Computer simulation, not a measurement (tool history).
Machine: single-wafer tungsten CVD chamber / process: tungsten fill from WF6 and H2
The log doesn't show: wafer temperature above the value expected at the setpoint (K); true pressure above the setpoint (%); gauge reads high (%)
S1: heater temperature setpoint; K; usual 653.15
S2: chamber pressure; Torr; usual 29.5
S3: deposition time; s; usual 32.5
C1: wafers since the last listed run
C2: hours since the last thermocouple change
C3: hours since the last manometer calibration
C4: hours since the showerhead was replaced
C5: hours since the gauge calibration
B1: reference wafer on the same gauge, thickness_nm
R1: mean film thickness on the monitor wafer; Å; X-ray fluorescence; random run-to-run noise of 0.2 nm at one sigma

run,hour,S1,S2,S3,C1,C2,C3,C4,C5,B1,R1
1,0,653.15,29.5,32.5,0,740.7,1112,5127.5,1343,59.957,657.7
2,54.3,653.15,29.5,32.5,834,795,1166.3,5181.8,1397.3,60.032,658.32
3,83,653.15,29.5,32.5,440,823.7,1195,5210.5,1426,60.031,655.79
4,140,649.15,29.5,30.1,875,880.7,1252,5267.5,1483,59.989,553.88
5,169.4,649.15,29.5,30.1,451,910.1,1281.4,5296.9,1512.4,59.98,556.54
6,229.8,653.15,29.5,35.7,927,970.5,1341.8,5357.3,1572.8,60.039,722.55
7,268.4,653.15,29.5,35.7,592,1009.1,1380.4,5395.9,1611.4,59.967,726.5
8,297.7,653.15,29.5,32.5,450,1038.4,1409.7,5425.2,1640.7,60.053,657.81
9,411.8,653.15,29.5,32.5,1752,1152.5,1523.8,5539.3,1754.8,60.037,658.57
10,470.8,653.15,29.5,28.7,906,1211.5,1582.8,5598.3,1813.8,59.996,585.88
11,509.1,653.15,29.5,32.5,588,1249.8,1621.1,5636.6,1852.1,59.98,661.41
12,573.9,653.15,29.5,32.5,995,1314.6,1685.9,5701.4,1916.9,59.938,662.68
13,629.7,653.15,29.5,32.5,857,1370.4,1741.7,5757.2,1972.7,60.045,667.07
14,667.5,653.15,29.5,37.3,580,1408.2,1779.5,5795,2010.5,60.028,765.82
# hour 719.6: capacitance manometer re-zeroed and calibrated
# hour 735.9: showerhead replaced, of another model than before
15,841.6,653.15,29.5,37.3,2428,1582.3,122,105.7,2184.6,59.969,735.68
# hour 856.4: thermocouple changed; heater temperature recalibrated
16,873.9,653.15,29.5,37.3,373,17.5,154.3,138,2216.9,59.977,738.46
17,927.4,653.15,29.5,32.5,821,71,207.8,191.5,2270.4,60.024,639.5
18,996.9,640.15,29.5,32.5,1067,140.5,277.3,261,2339.9,59.971,470.99
# hour 1026.8: gauge calibrated
19,1060.7,642.15,23.7,29.8,980,204.3,341.1,324.8,33.9,60.012,389.79
20,1110.4,653.15,29.5,32.5,763,254,390.8,374.5,83.6,60.016,640.83

What does the tool deliver on the next run?
21,1177.8,641.15,36.7,32.5,1035,321.4,458.2,441.9,151,?,?

{"run 21": {"B1": 60.059, "R1": 561.3}}
Were there no unlogged condition in the tool, this run, its random variation unchanged, would have produced R1 563.81 Å.
